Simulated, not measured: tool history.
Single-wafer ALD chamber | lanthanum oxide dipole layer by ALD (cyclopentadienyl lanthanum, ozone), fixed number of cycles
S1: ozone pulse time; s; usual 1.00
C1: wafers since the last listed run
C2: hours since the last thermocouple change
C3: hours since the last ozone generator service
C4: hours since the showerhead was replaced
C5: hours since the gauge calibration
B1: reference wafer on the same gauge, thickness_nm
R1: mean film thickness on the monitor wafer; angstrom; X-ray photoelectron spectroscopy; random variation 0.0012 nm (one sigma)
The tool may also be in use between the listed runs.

run	day	S1	C1	C2	C3	C4	C5	B1	R1
1	0.000	1.00	0	2973.7	1123.5	6929.4	139.1	0.479	4.55
2	0.542	1.00	184	2986.7	1136.5	6942.4	152.1	0.480	4.57
3	1.142	1.00	204	3001.1	1150.9	6956.8	166.5	0.478	4.58
4	1.488	1.00	117	3009.4	1159.2	6965.1	174.8	0.480	4.55
5	2.088	1.00	204	3023.8	1173.6	6979.5	189.2	0.479	4.55
6	2.812	1.00	246	3041.2	1191.0	6996.9	206.6	0.480	4.56
7	4.542	1.00	588	3082.7	1232.5	7038.4	248.1	0.479	4.54
8	4.921	1.00	129	3091.8	1241.6	7047.5	257.2	0.479	4.55
9	5.229	1.00	105	3099.2	1249.0	7054.9	264.6	0.479	4.57
10	5.571	1.00	116	3107.4	1257.2	7063.1	272.8	0.479	4.55
11	6.212	1.21	218	3122.8	1272.6	7078.5	288.2	0.479	4.82
# day 6.783: thermocouple changed; heater temperature recalibrated
12	6.862	1.00	107	1.9	1288.2	7094.1	303.8	0.479	4.54
13	7.317	1.21	154	12.8	1299.1	7105.0	314.7	0.479	4.83
14	7.854	0.78	183	25.7	1312.0	7117.9	327.6	0.479	4.16
# day 8.392: ozone generator serviced
15	8.412	1.23	76	39.1	0.5	7131.3	341.0	0.479	5.15
# day 9.933: gauge calibrated
16	10.496	1.32	709	89.1	50.5	7181.3	13.5	0.479	5.21
17	10.996	1.37	170	101.1	62.5	7193.3	25.5	0.479	5.24
18	11.729	1.22	249	118.7	80.1	7210.9	43.1	0.479	5.10
# day 12.488: showerhead replaced
19	13.525	1.00	498	161.8	123.2	24.9	86.2	0.479	4.80
20	14.262	1.00	251	179.5	140.9	42.6	103.9	0.479	4.79
21	14.771	1.30	173	191.7	153.1	54.8	116.1	0.479	5.12
22	15.212	1.27	150	202.3	163.7	65.4	126.7	0.479	5.06
23	15.633	1.12	143	212.4	173.8	75.5	136.8	0.479	4.93
24	15.925	0.86	99	219.4	180.8	82.5	143.8	0.479	4.57
25	16.296	1.11	126	228.3	189.7	91.4	152.7	0.479	4.93

How the hidden state differs across the entries between the runs, from the last listed run before each to the first after it:
Between runs 11 and 12: thermocouple changed; heater temperature recalibrated (day 6.783)
  ozone dose above that of a generator just serviced (%): -23.6 -> -23.7
  measured less the result without the state, R1: -0.31 -> -0.37 angstrom
Between runs 14 and 15: ozone generator serviced (day 8.392)
  ozone dose above that of a generator just serviced (%): -23.7 -> -1.78
  measured less the result without the state, R1: -0.41 -> -0.01 angstrom
Between runs 15 and 16: gauge calibrated (day 9.933)
  ozone dose above that of a generator just serviced (%): -1.78 -> -4.45
  measured less the result without the state, R1: -0.01 -> -0.05 angstrom
Between runs 18 and 19: showerhead replaced (day 12.488)
  ozone dose above that of a generator just serviced (%): -5.89 -> -7.8
  measured less the result without the state, R1: -0.07 -> -0.10 angstrom
